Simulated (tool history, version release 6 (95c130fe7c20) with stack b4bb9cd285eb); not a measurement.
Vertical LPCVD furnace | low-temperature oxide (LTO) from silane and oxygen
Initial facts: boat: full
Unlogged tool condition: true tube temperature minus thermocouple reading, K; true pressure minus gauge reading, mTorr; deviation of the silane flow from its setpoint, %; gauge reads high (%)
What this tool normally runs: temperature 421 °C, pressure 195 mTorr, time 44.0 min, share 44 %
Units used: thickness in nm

run,hour,temperature,pressure,time,share,wafers since the last listed run,hours since the last temperature calibration,hours since the pressure gauge was zeroed,hours since the silane flow controller was replaced,hours since the gauge calibration,"read-back reference wafer on the same gauge, thickness",thickness
1,0.0,421,195,44.0,44,0,1896.2,1860.4,3706.0,551.2,551.92,515.48
2,28.0,421,195,44.0,44,507,1924.2,1888.4,3734.0,579.2,553.02,512.44
# hour 105.6: gauge calibrated
3,126.4,421,195,55.5,44,1784,2022.6,1986.8,3832.4,20.8,552.67,652.38
4,143.1,421,195,44.0,44,302,2039.3,2003.5,3849.1,37.5,552.83,513.55
5,175.0,421,195,44.0,44,578,2071.2,2035.4,3881.0,69.4,551.18,512.20
6,190.5,421,230,44.0,40,281,2086.7,2050.9,3896.5,84.9,551.53,542.73
7,222.1,421,195,44.0,44,573,2118.3,2082.5,3928.1,116.5,551.10,516.14
8,239.0,421,195,44.0,44,306,2135.2,2099.4,3945.0,133.4,552.35,516.53
9,266.4,415,195,44.0,44,496,2162.6,2126.8,3972.4,160.8,553.17,487.71
# hour 299.9: thermocouples replaced and temperature profile calibrated
10,300.4,421,195,44.0,44,181,0.5,2160.8,4006.4,194.8,552.54,517.64
11,326.8,421,195,55.5,44,478,26.9,2187.2,4032.8,221.2,553.26,653.33
12,340.1,411,235,44.0,50,241,40.2,2200.5,4046.1,234.5,551.26,634.68
13,370.7,410,240,57.0,39,555,70.8,2231.1,4076.7,265.1,552.94,637.95
14,391.8,428,210,32.5,44,382,91.9,2252.2,4097.8,286.2,552.81,441.17
15,418.4,421,195,55.0,47,482,118.5,2278.8,4124.4,312.8,552.34,687.89
16,431.4,421,195,44.0,50,235,131.5,2291.8,4137.4,325.8,552.48,583.05
# hour 464.3: pressure gauge zeroed
17,464.8,421,195,44.0,44,170,164.9,0.5,4170.8,359.2,551.71,493.21
18,469.7,411,195,44.0,44,88,169.8,5.4,4175.7,364.1,551.34,447.60
# hour 506.6: silane flow controller replaced
19,507.1,421,195,60.5,44,243,207.2,42.8,0.5,401.5,552.28,681.18
20,521.3,427,195,44.0,41,257,221.4,57.0,14.7,415.7,552.15,489.40
21,533.4,421,195,44.0,44,219,233.5,69.1,26.8,427.8,552.31,495.66
22,558.3,417,215,51.5,49,451,258.4,94.0,51.7,452.7,552.88,675.92
23,583.2,421,195,44.0,38,451,283.3,118.9,76.6,477.6,552.06,421.66
24,682.8,410,195,44.0,44,1806,382.9,218.5,176.2,577.2,552.55,444.20
# hour 687.7: gauge calibrated
25,709.9,432,195,35.0,44,491,410.0,245.6,203.3,22.2,551.46,438.37
26,741.3,433,195,38.5,44,569,441.4,277.0,234.7,53.6,552.87,486.15
27,767.7,421,195,44.0,44,478,467.8,303.4,261.1,80.0,550.85,494.99
28,793.0,428,210,32.5,44,458,493.1,328.7,286.4,105.3,552.67,421.67
29,809.6,421,195,44.0,44,301,509.7,345.3,303.0,121.9,552.23,496.67
30,845.2,421,175,51.0,44,645,545.3,380.9,338.6,157.5,552.51,519.62

Selected run-to-run steps in thickness, each split into two signed amounts: the part the tool would show with no hidden state at all (from settings, incoming material and random variation), and the remainder, which goes to the hidden state together with any gauge scatter not common to the measured and the hidden-state-free results:
Run 2 -> 3: time 44.0 -> 55.5, gauge calibrated. thickness +139.94 nm: hidden state +6.87, all else +133.07.
Run 14 -> 15: temperature 428 -> 421, pressure 210 -> 195, time 32.5 -> 55.0, share 44 -> 47. thickness +246.72 nm: hidden state +13.42, all else +233.30.
Run 16 -> 17: share 50 -> 44, pressure gauge zeroed. thickness -89.84 nm: hidden state -28.30, all else -61.54.
Run 18 -> 19: temperature 411 -> 421, time 44.0 -> 60.5, silane flow controller replaced. thickness +233.58 nm: hidden state +0.42, all else +233.16.
Run 22 -> 23: temperature 417 -> 421, pressure 215 -> 195, time 51.5 -> 44.0, share 49 -> 38. thickness -254.26 nm: hidden state -0.02, all else -254.24.

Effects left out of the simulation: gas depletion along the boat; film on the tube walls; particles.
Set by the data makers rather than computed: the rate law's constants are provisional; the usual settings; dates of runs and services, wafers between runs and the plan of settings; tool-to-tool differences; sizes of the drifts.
